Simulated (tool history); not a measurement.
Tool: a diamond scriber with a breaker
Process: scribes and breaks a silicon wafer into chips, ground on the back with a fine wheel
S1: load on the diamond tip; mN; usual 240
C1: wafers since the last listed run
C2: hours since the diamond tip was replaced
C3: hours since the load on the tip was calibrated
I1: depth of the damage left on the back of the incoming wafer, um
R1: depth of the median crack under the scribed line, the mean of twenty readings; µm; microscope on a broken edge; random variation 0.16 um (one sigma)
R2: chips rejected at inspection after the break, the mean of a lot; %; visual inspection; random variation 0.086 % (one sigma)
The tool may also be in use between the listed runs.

{"run": 1, "hour": 0.0, "S1": 206, "C1": 0, "C2": 17.1, "C3": 1487.7, "I1": 2.74, "R1": 8.13, "R2": 6.9}
{"run": 2, "hour": 42.5, "S1": 287, "C1": 128, "C2": 59.6, "C3": 1530.2, "I1": 2.84, "R1": 10.5, "R2": 4.92}
{"run": 3, "hour": 105.2, "S1": 287, "C1": 188, "C2": 122.3, "C3": 1592.9, "I1": 1.91, "R1": 10.47, "R2": 3.04}
{"run": 4, "hour": 150.8, "S1": 240, "C1": 137, "C2": 167.9, "C3": 1638.5, "I1": 1.92, "R1": 8.9, "R2": 1.78}
{"hour": 220.0, "done": "load on the tip recalibrated"}
{"run": 5, "hour": 241.2, "S1": 240, "C1": 266, "C2": 258.3, "C3": 21.2, "I1": 2.79, "R1": 9.13, "R2": 4.25}
{"run": 6, "hour": 556.9, "S1": 240, "C1": 950, "C2": 574.0, "C3": 336.9, "I1": 1.54, "R1": 8.67, "R2": 1.65}
{"run": 7, "hour": 697.4, "S1": 218, "C1": 423, "C2": 714.5, "C3": 477.4, "I1": 1.56, "R1": 7.77, "R2": 3.99}
{"run": 8, "hour": 741.2, "S1": 218, "C1": 131, "C2": 758.3, "C3": 521.2, "I1": 1.67, "R1": 8.0, "R2": 4.44}
{"run": 9, "hour": 800.4, "S1": 240, "C1": 178, "C2": 817.5, "C3": 580.4, "I1": 2.9, "R1": 8.24, "R2": 6.99}
{"hour": 852.9, "done": "diamond tip replaced by a new one"}
{"run": 10, "hour": 892.5, "S1": 266, "C1": 271, "C2": 39.6, "C3": 672.5, "I1": 2.4, "R1": 8.57, "R2": 4.98}
{"run": 11, "hour": 953.0, "S1": 266, "C1": 182, "C2": 100.1, "C3": 733.0, "I1": 2.48, "R1": 8.12, "R2": 5.3}
{"run": 12, "hour": 1025.5, "S1": 223, "C1": 218, "C2": 172.6, "C3": 805.5, "I1": 1.66, "R1": 7.11, "R2": 7.82}
{"run": 13, "hour": 1120.9, "S1": 223, "C1": 287, "C2": 268.0, "C3": 900.9, "I1": 2.35, "R1": 7.15, "R2": 11.6}
{"run": 14, "hour": 1168.1, "S1": 223, "C1": 142, "C2": 315.2, "C3": 948.1, "I1": 1.69, "R1": 7.13, "R2": 9.35}
{"run": 15, "hour": 1240.0, "S1": 286, "C1": 216, "C2": 387.1, "C3": 1020.0, "I1": 1.89, "R1": 8.6, "R2": 2.69}
{"run": 16, "hour": 1316.4, "S1": 286, "C1": 230, "C2": 463.5, "C3": 1096.4, "I1": 1.64, "R1": 8.45, "R2": 2.32}
{"run": 17, "hour": 1417.1, "S1": 240, "C1": 303, "C2": 564.2, "C3": 1197.1, "I1": 2.89, "R1": 7.23, "R2": 14.54}
{"hour": 1476.4, "done": "diamond tip replaced by a new one, repeated, since the last time left the tool worse"}
{"run": 18, "hour": 1487.7, "S1": 240, "C1": 206, "C2": 11.3, "C3": 1267.7, "I1": 2.93, "R1": 8.84, "R2": 4.89}
{"run": 19, "hour": 1595.5, "S1": 240, "C1": 324, "C2": 119.1, "C3": 1375.5, "I1": 1.84, "R1": 9.22, "R2": 1.52}
{"run": 20, "hour": 1687.6, "S1": 173, "C1": 277, "C2": 211.2, "C3": 1467.6, "I1": 1.66, "R1": 7.11, "R2": 9.81}
{"run": 21, "hour": 1793.3, "S1": 264, "C1": 318, "C2": 316.9, "C3": 1573.3, "I1": 1.99, "R1": 9.92, "R2": 2.02}
{"run": 22, "hour": 1889.9, "S1": 207, "C1": 290, "C2": 413.5, "C3": 1669.9, "I1": 1.56, "R1": 7.83, "R2": 3.87}
{"run": 23, "hour": 1957.3, "S1": 240, "C1": 202, "C2": 480.9, "C3": 1737.3, "I1": 1.87, "R1": 8.98, "R2": 1.96}
{"run": 24, "hour": 2008.1, "S1": 269, "C1": 153, "C2": 531.7, "C3": 1788.1, "I1": 2.79, "R1": 9.44, "R2": 3.83}
{"run": 25, "hour": 2092.8, "S1": 169, "C1": 255, "C2": 616.4, "C3": 1872.8, "I1": 2.81, "R1": 6.54, "R2": 22.18}
{"hour": 2114.6, "done": "load on the tip recalibrated"}
{"run": 26, "hour": 2161.9, "S1": 301, "C1": 202, "C2": 685.5, "C3": 47.3, "I1": 2.47, "R1": 10.06, "R2": 3.24}
{"run": 27, "hour": 2243.0, "S1": 199, "C1": 244, "C2": 766.6, "C3": 128.4, "I1": 2.7, "R1": 7.27, "R2": 13.07}
{"hour": 2259.7, "done": "diamond tip replaced by a new one"}
{"run": 28, "hour": 2318.0, "S1": 209, "C1": 219, "C2": 58.3, "C3": 203.4, "I1": 1.59, "R1": 8.19, "R2": 2.76}
{"run": 29, "hour": 2354.3, "S1": 268, "C1": 109, "C2": 94.6, "C3": 239.7, "I1": 2.63, "R1": 9.84, "R2": 3.39}
{"run": 30, "hour": 2437.9, "S1": 217, "C1": 251, "C2": 178.2, "C3": 323.3, "I1": 2.44, "R1": 8.57, "R2": 4.5}
{"run": 31, "hour": 2501.8, "S1": 176, "C1": 192, "C2": 242.1, "C3": 387.2, "I1": 1.88, "R1": 6.98, "R2": 8.43}
{"run": 32, "hour": 2596.2, "S1": 240, "C1": 284, "C2": 336.5, "C3": 481.6, "I1": 1.53, "R1": 9.26, "R2": 1.19}
{"run": 33, "hour": 2681.9, "S1": 214, "C1": 258, "C2": 422.2, "C3": 567.3, "I1": 2.87, "R1": 8.3, "R2": 7.43}
{"run": 34, "hour": 2757.7, "S1": 279, "C1": 228, "C2": 498.0, "C3": 643.1, "I1": 2.17, "R1": 10.16, "R2": 2.47}
{"run": 35, "hour": 2839.7, "S1": 240, "C1": 246, "C2": 580.0, "C3": 725.1, "I1": 2.96, "R1": 8.82, "R2": 5.8}
{"run": 36, "hour": 2944.1, "S1": 240, "C1": 314, "C2": 684.4, "C3": 829.5, "I1": 2.3, "R1": 8.75, "R2": 3.37}
{"run": 37, "hour": 3010.1, "S1": 240, "C1": 198, "C2": 750.4, "C3": 895.5, "I1": 1.71, "R1": 8.68, "R2": 2.42}
{"run": 38, "hour": 3066.8, "S1": 240, "C1": 170, "C2": 807.1, "C3": 952.2, "I1": 2.82, "R1": 8.35, "R2": 6.34}
{"hour": 3091.9, "done": "diamond tip replaced by a new one"}
{"run": 39, "hour": 3129.8, "S1": 307, "C1": 183, "C2": 37.9, "C3": 1015.2, "I1": 1.85, "R1": 10.74, "R2": 4.13}
{"run": 40, "hour": 3198.7, "S1": 283, "C1": 207, "C2": 106.8, "C3": 1084.1, "I1": 2.56, "R1": 10.55, "R2": 3.71}
{"run": 41, "hour": 3291.3, "S1": 275, "C1": 278, "C2": 199.4, "C3": 1176.7, "I1": 2.34, "R1": 10.08, "R2": 3.06}
{"run": 42, "hour": 3358.0, "S1": 240, "C1": 200, "C2": 266.1, "C3": 1243.4, "I1": 1.85, "R1": 9.3, "R2": 1.76}

Hidden state at the last listed run before each entry between runs and at the first one after, where it differs:
Between runs 4 and 5: load on the tip recalibrated (hour 220.0)
  share of the diamond tip's cutting effectiveness lost through wear, %: 1.58 -> 2.37
  measured less the result without the state, R1: -0.09 -> -0.15 µm; R2: +0.04 -> +0.19 %
Between runs 9 and 10: diamond tip replaced by a new one (hour 852.9)
  share of the diamond tip's cutting effectiveness lost through wear, %: 14.7 -> 24.8
  measured less the result without the state, R1: -0.92 -> -1.80 µm; R2: +2.47 -> +1.93 %
Between runs 17 and 18: diamond tip replaced by a new one, repeated, since the last time left the tool worse (hour 1476.4)
  share of the diamond tip's cutting effectiveness lost through wear, %: 31.3 -> 1.82
  measured less the result without the state, R1: -2.06 -> -0.10 µm; R2: +9.95 -> +0.17 %
Between runs 25 and 26: load on the tip recalibrated (hour 2114.6)
  share of the diamond tip's cutting effectiveness lost through wear, %: 9.6 -> 11.4
  measured less the result without the state, R1: -0.45 -> -0.85 µm; R2: +5.41 -> -1.67 %
Between runs 27 and 28: diamond tip replaced by a new one (hour 2259.7)
  share of the diamond tip's cutting effectiveness lost through wear, %: 13.9 -> 0.442
  measured less the result without the state, R1: -0.76 -> -0.03 µm; R2: +5.29 -> +0.07 %
Between runs 38 and 39: diamond tip replaced by a new one (hour 3091.9)
  share of the diamond tip's cutting effectiveness lost through wear, %: 13.7 -> 1.77
  measured less the result without the state, R1: -0.86 -> -0.13 µm; R2: +2.12 -> -0.38 %

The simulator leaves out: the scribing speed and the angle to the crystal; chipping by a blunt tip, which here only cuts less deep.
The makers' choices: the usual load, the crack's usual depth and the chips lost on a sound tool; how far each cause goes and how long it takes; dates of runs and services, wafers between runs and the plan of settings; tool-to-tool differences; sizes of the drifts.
